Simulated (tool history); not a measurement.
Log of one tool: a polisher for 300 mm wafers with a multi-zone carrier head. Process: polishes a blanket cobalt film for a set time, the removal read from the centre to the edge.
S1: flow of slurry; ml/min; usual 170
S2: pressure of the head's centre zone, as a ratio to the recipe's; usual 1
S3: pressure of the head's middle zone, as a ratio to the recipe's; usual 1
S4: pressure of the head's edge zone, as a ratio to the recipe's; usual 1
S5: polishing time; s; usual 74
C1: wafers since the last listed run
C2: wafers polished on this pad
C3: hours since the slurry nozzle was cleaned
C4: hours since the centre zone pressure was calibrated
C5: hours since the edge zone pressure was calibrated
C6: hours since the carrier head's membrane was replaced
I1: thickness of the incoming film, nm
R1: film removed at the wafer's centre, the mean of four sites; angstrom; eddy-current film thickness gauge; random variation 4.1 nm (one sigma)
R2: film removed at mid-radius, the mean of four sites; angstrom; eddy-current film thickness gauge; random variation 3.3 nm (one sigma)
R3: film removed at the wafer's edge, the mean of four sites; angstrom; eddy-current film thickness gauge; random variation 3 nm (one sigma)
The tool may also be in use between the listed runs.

| run | hour | S1 | S2 | S3 | S4 | S5 | C1 | C2 | C3 | C4 | C5 | C6 | I1 | R1 | R2 | R3 |
|---|---|---|---|---|---|---|---|---|---|---|---|---|---|---|---|---|
| 1 | 0 | 170 | 1 | 1 | 1 | 74 | 0 | 400 | 443.1 | 205.6 | 249.6 | 1575.6 | 1056.7 | 2891 | 2901 | 2966 |
| 2 | 10.5 | 170 | 1 | 1 | 1 | 74 | 102 | 502 | 453.6 | 216.1 | 260.1 | 1586.1 | 1058.8 | 2990 | 2930 | 2995 |
| 3 | 27.9 | 170 | 1.03 | 1 | 1 | 74 | 169 | 672 | 471 | 233.5 | 277.5 | 1603.5 | 1077.1 | 3044 | 2894 | 3024 |
|  | 32.9 | worn pad replaced by a new one |
| 4 | 41.7 | 170 | 1.03 | 1 | 1 | 74 | 95 | 86 | 484.8 | 247.3 | 291.3 | 1617.3 | 1056.7 | 3054 | 2900 | 3003 |
|  | 64.2 | slurry nozzle cleaned |
| 5 | 89.7 | 170 | 1.03 | 1 | 1 | 74 | 458 | 544 | 25.5 | 295.3 | 339.3 | 1665.3 | 1052.8 | 3098 | 2938 | 2989 |
| 6 | 100.3 | 170 | 1.07 | 1.02 | 1 | 74 | 103 | 647 | 36.1 | 305.9 | 349.9 | 1675.9 | 1077.9 | 3119 | 2973 | 2949 |
|  | 103.8 | centre zone pressure recalibrated |
|  | 105 | worn pad replaced by a new one |
| 7 | 108.6 | 170 | 1.07 | 1.02 | 1 | 74 | 49 | 34 | 44.4 | 4.8 | 358.2 | 1684.2 | 1060.9 | 3169 | 2911 | 2970 |
| 8 | 117.4 | 170 | 1.07 | 1.02 | 1 | 74 | 85 | 120 | 53.2 | 13.6 | 367 | 1693 | 1064.6 | 3093 | 2936 | 2931 |
| 9 | 132.2 | 190 | 1 | 1 | 1 | 74 | 144 | 265 | 68 | 28.4 | 381.8 | 1707.8 | 1069.1 | 2965 | 2972 | 3036 |
|  | 143.9 | carrier head's membrane replaced by a new one |
| 10 | 144.4 | 135 | 1 | 1 | 1 | 74 | 70 | 335 | 80.2 | 40.6 | 394 | 0.5 | 1066.6 | 2820 | 2767 | 2922 |
| 11 | 154.8 | 170 | 1 | 1 | 1 | 74 | 101 | 436 | 90.6 | 51 | 404.4 | 10.9 | 1053.9 | 2988 | 2894 | 2974 |
| 12 | 163.2 | 170 | 1 | 1 | 1.09 | 74 | 81 | 518 | 99 | 59.4 | 412.8 | 19.3 | 1057.5 | 2995 | 2909 | 3088 |
| 13 | 174.7 | 200 | 1 | 1.1 | 1 | 58 | 112 | 630 | 110.5 | 70.9 | 424.3 | 30.8 | 1057 | 2452 | 2536 | 2408 |
|  | 189.5 | worn pad replaced by a new one |
| 14 | 190 | 155 | 0.91 | 1 | 1 | 74 | 110 | 4 | 125.8 | 86.2 | 439.6 | 46.1 | 1060.1 | 2658 | 2848 | 2947 |
| 15 | 200.5 | 170 | 1 | 1 | 1.11 | 74 | 102 | 106 | 136.3 | 96.7 | 450.1 | 56.6 | 1062.1 | 2954 | 2943 | 3142 |
| 16 | 210.3 | 225 | 1 | 1 | 1 | 74 | 95 | 202 | 146.1 | 106.5 | 459.9 | 66.4 | 1073.8 | 3105 | 3076 | 3087 |
|  | 213.6 | edge zone pressure recalibrated |
| 17 | 224.6 | 115 | 1 | 0.91 | 1.12 | 66 | 119 | 322 | 160.4 | 120.8 | 11 | 80.7 | 1074.3 | 2441 | 2193 | 2643 |
| 18 | 234.8 | 170 | 1.05 | 1 | 1.04 | 74 | 99 | 421 | 170.6 | 131 | 21.2 | 90.9 | 1063.2 | 3139 | 2925 | 3103 |
| 19 | 250.1 | 170 | 1 | 1 | 1.06 | 74 | 149 | 571 | 185.9 | 146.3 | 36.5 | 106.2 | 1067.7 | 2978 | 2930 | 3072 |
| 20 | 258.8 | 115 | 1.09 | 1.12 | 1 | 95 | 84 | 656 | 194.6 | 155 | 45.2 | 114.9 | 1059.5 | 3785 | 3687 | 3578 |
|  | 268.5 | worn pad replaced by a new one |
| 21 | 269.2 | 170 | 1 | 1 | 1 | 74 | 62 | 6 | 205 | 165.4 | 55.6 | 125.3 | 1049.8 | 2927 | 2919 | 3013 |
| 22 | 279.1 | 125 | 1.08 | 0.94 | 1 | 57 | 96 | 103 | 214.9 | 175.3 | 65.5 | 135.2 | 1060.1 | 2263 | 1992 | 2207 |

The tool's hidden state at each run:
removal rate lost through wear of the pad, %: 0 in every run
slurry flow missing at the pad, %: 0 in every run
deviation of the centre zone's pressure from its setpoint, %: 0 in every run
deviation of the edge zone's pressure from its setpoint, %: 0 in every run
